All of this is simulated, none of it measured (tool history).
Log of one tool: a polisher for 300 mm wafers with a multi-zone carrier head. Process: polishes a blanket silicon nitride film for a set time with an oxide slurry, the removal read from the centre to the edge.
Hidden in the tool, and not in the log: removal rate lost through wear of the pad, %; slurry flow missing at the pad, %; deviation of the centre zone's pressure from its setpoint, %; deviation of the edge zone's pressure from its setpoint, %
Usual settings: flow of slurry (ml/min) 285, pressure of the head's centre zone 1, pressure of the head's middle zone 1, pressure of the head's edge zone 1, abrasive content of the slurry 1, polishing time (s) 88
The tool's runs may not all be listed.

run,hour,flow of slurry (ml/min),pressure of the head's centre zone,pressure of the head's middle zone,pressure of the head's edge zone,abrasive content of the slurry,polishing time (s),wafers since the last listed run,wafers polished on this pad,hours since the slurry nozzle was cleaned,hours since the centre zone pressure was calibrated,hours since the edge zone pressure was calibrated,hours since the carrier head's membrane was replaced,"incoming thickness of the incoming film, nm",film removed at the wafer's centre (nm),film removed at mid-radius (nm),film removed at the wafer's edge (nm)
1,0,210,1,1,1,1,88,0,719,62.1,465.1,49.4,1904.8,381.7,37.9,42.7,42.8
2,8.9,285,1,1,0.92,1,88,54,774,71,474,58.3,1913.7,381.1,38.8,44.6,42.1
3,20.3,285,0.94,1,1.03,1.15,109,69,844,82.4,485.4,69.7,1925.1,384.2,49,59.3,58.7
# hour 33: worn pad replaced by a new one
4,34.4,285,1.08,1,1,1,88,62,8,96.5,499.5,83.8,1939.2,376.1,42,44.2,43.4
5,43.6,285,0.92,1,1,1,98,56,65,105.7,508.7,93,1948.4,382.8,39.9,49.2,48.3
# hour 54.8: carrier head's membrane replaced by a new one
6,55.3,285,1.06,1,1,1,88,41,106,117.4,520.4,104.7,0.5,380.5,40.6,45,43.3
7,57.1,260,1,1,1.05,1,88,11,117,119.2,522.2,106.5,2.3,376.3,38.1,44.1,43.7
8,63.4,285,1.04,1,1,1,88,38,155,125.5,528.5,112.8,8.6,372.6,39.7,45,42.8
9,79.4,285,1,0.89,1,1,62,98,254,141.5,544.5,128.8,24.6,372.3,26.7,28.2,30.1
10,85.6,340,1,0.91,1,1,88,38,292,147.7,550.7,135,30.8,380.9,39,40.4,43.8
11,101.8,285,1,1,1,1,88,99,391,163.9,566.9,151.2,47,378.1,37.8,43.8,43
12,117.5,285,1,1,1,1,88,96,488,179.6,582.6,166.9,62.7,383.1,38.1,44.1,43.3
13,128.9,330,1,1,1,1,88,69,558,191,594,178.3,74.1,386.7,38.8,44.1,43.6
# hour 141.4: centre zone pressure recalibrated
14,144,210,1.09,1,1,0.8,88,80,638,206.1,2.6,193.4,89.2,381.9,38,37.9,36.7
# hour 157.5: worn pad replaced by a new one
15,158,285,1.09,1,0.94,0.8,88,61,3,220.1,16.6,207.4,103.2,378.3,40,38.7,37.4
# hour 168: slurry nozzle cleaned
16,172.3,285,1,1,1,1,88,81,84,4.3,30.9,221.7,117.5,380,42.5,44.6,43.8
17,179.6,285,1,1,1.09,1,88,44,129,11.6,38.2,229,124.8,378.7,41.9,45,45.2
18,193.5,285,1,0.89,1,1,62,85,214,25.5,52.1,242.9,138.7,372.1,29.6,29,30.7
19,200,285,1.09,1,1,1,88,39,254,32,58.6,249.4,145.2,383.3,45.3,43.8,43.8
20,247.6,285,1,0.97,1,1.1,88,292,547,79.6,106.2,297,192.8,379.9,43,44.9,45.9
21,255.8,285,1,1,1,1,88,50,597,87.8,114.4,305.2,201,387.7,40.8,45.2,42.8
22,268.5,285,1.08,1,1,1,88,77,675,100.5,127.1,317.9,213.7,380.2,44,44.4,43.3

Forecast each of these 4 alternatives for the next run:
A,268.9,285,1,1,1,1.25,88,2,677,100.9,127.5,318.3,214.1,381.1,?,?,?
B,268.9,285,1,1,1,1,60,2,677,100.9,127.5,318.3,214.1,381.1,?,?,?
C,268.9,235,1.05,1,1.11,1,99,2,677,100.9,127.5,318.3,214.1,381.1,?,?,?
D,268.9,335,1,0.95,0.96,1,88,2,677,100.9,127.5,318.3,214.1,381.1,?,?,?

run,film removed at the wafer's centre (nm),film removed at mid-radius (nm),film removed at the wafer's edge (nm)
A,45.9,49.5,48.3
B,28.1,30.3,29.6
C,47.5,48.9,50.6
D,41.9,43.3,43.1
Without the tool's hidden state the same runs would have given:
run,film removed at the wafer's centre (nm),film removed at mid-radius (nm),film removed at the wafer's edge (nm)
A,48.7,50.9,49.4
B,29.8,31.2,30.2
C,50.7,50.6,51.9
D,44.3,44.4,43.9
